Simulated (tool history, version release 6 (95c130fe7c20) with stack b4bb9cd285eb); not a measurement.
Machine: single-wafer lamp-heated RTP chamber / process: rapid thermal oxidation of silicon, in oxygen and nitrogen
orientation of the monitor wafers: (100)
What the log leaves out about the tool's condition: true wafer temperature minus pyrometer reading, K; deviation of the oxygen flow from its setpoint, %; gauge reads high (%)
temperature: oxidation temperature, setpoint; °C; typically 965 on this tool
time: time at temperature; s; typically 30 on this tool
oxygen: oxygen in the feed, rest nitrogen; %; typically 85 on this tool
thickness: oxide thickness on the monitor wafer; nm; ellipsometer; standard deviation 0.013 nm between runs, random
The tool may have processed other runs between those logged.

run   hour  temperature  time  oxygen  wafers since the last listed run  wafers since the last pyrometer calibration  hours since the oxygen flow controller was replaced  hours since the gauge calibration  read-back reference wafer on the same gauge, thickness  thickness
  1      0          965    35      85                                 0                                         3136                                               3223.8                              281.5                                                     3.2      3.225
  2   10.8          965    35      85                                91                                         3227                                               3234.6                              292.3                                                   3.203      3.239
  3   25.7          965    35      85                               125                                         3353                                               3249.5                              307.2                                                   3.201      3.229
  4   32.4          975    30      85                                56                                         3409                                               3256.2                              313.9                                                     3.2       3.27
  5   44.6          975    30      85                               102                                         3512                                               3268.4                              326.1                                                   3.201      3.274
  6     55          965    30      85                                87                                         3600                                               3278.8                              336.5                                                   3.201       3.08
  7   70.2          965    30      85                               128                                         3728                                                 3294                              351.7                                                   3.198      3.083
  8   85.2          987    18      85                               126                                         3854                                                 3309                              366.7                                                     3.2      2.951
  9   94.1          987    18      85                                75                                         3929                                               3317.9                              375.6                                                   3.201       2.96
 10  102.5          965    30      77                                70                                         4000                                               3326.3                                384                                                     3.2      3.019
 11  117.2          965    30      85                               123                                         4124                                                 3341                              398.7                                                   3.198      3.093
 12  151.1          965    30      85                               285                                         4410                                               3374.9                              432.6                                                   3.197      3.088
 13  165.6          965    30      85                               122                                         4532                                               3389.4                              447.1                                                   3.198      3.091
 14  177.3          965    30      85                                98                                         4631                                               3401.1                              458.8                                                   3.198      3.091
 15  188.5          965    30      85                                94                                         4725                                               3412.3                                470                                                   3.202      3.119
 16  198.7          965    30      85                                85                                         4811                                               3422.5                              480.2                                                     3.2      3.099
     214.2  -- pyrometer window cleaned and pyrometer calibrated
 17  214.7          965    30      85                                67                                            4                                               3438.5                              496.2                                                   3.199      3.018
 18  230.7          965    30      85                               134                                          139                                               3454.5                              512.2                                                   3.198      3.066
 19  240.9          965    18      85                                85                                          225                                               3464.7                              522.4                                                   3.199      2.601
 20    249          974    30      85                                68                                          293                                               3472.8                              530.5                                                     3.2      3.223
 21  265.9          965    30      85                               142                                          436                                               3489.7                              547.4                                                   3.199      3.072
     272.9  -- gauge calibrated
     280.6  -- oxygen flow controller replaced
 22  283.1          965    41      69                                77                                          513                                                  2.5                               10.2                                                   3.201      3.201
 23    295          965    23      68                               100                                          613                                                 14.4                               22.1                                                     3.2      2.637
 24  301.7          965    35      85                                56                                          670                                                 21.1                               28.8                                                   3.199      3.206
 25  314.1          965    30      85                               104                                          774                                                 33.5                               41.2                                                   3.202      3.026
 26  338.7          951    17      85                               207                                          982                                                 58.1                               65.8                                                   3.199      2.382
 27  346.7          965    30      71                                67                                         1049                                                 66.1                               73.8                                                   3.201      2.905
 28  370.2          991    26      70                               198                                         1247                                                 89.6                               97.3                                                   3.201       3.22
 29  379.7          948    36      57                                80                                         1327                                                 99.1                              106.8                                                   3.201      2.665
 30  388.5          965    39      77                                74                                         1402                                                107.9                              115.6                                                   3.199      3.279
 31  401.8          965    20      98                               112                                         1514                                                121.2                              128.9                                                   3.197      2.751
 32  412.2          965    21      98                                87                                         1601                                                131.6                              139.3                                                   3.199      2.819
 33  428.1          942    30      95                               134                                         1735                                                147.5                              155.2                                                     3.2      2.755
 34  442.5          989    23      98                               121                                         1857                                                161.9                              169.6                                                   3.199      3.343
 35  451.8          965    45      73                                78                                         1935                                                171.2                              178.9                                                   3.201      3.414
 36  467.1          988    30      85                               128                                         2064                                                186.5                              194.2                                                   3.201      3.549
 37  480.8          965    30      85                               115                                         2180                                                200.2                              207.9                                                   3.201       3.07
 38  496.2          965    21      68                               129                                         2309                                                215.6                              223.3                                                   3.201       2.58
 39  510.7          965    30      85                               122                                         2432                                                230.1                              237.8                                                   3.199       3.06

State the hidden condition of the tool at each of the runs:
deviation of the oxygen flow from its setpoint, %: 0 at every run
gauge reads high (%): 0 at every run
H1: true wafer temperature minus pyrometer reading, K
run     H1
  1   1.93
  2   2.02
  3   2.15
  4   2.21
  5   2.32
  6   2.42
  7   2.57
  8   2.72
  9   2.81
 10    2.9
 11   3.05
 12   3.44
 13   3.61
 14   3.75
 15   3.89
 16   4.01
 17  0.473
 18  0.476
 19  0.481
 20  0.487
 21  0.503
 22  0.526
 23  0.546
 24  0.558
 25  0.584
 26  0.645
 27  0.668
 28  0.743
 29  0.777
 30   0.81
 31  0.864
 32  0.908
 33  0.981
 34   1.05
 35    1.1
 36   1.18
 37   1.26
 38   1.36
 39   1.45

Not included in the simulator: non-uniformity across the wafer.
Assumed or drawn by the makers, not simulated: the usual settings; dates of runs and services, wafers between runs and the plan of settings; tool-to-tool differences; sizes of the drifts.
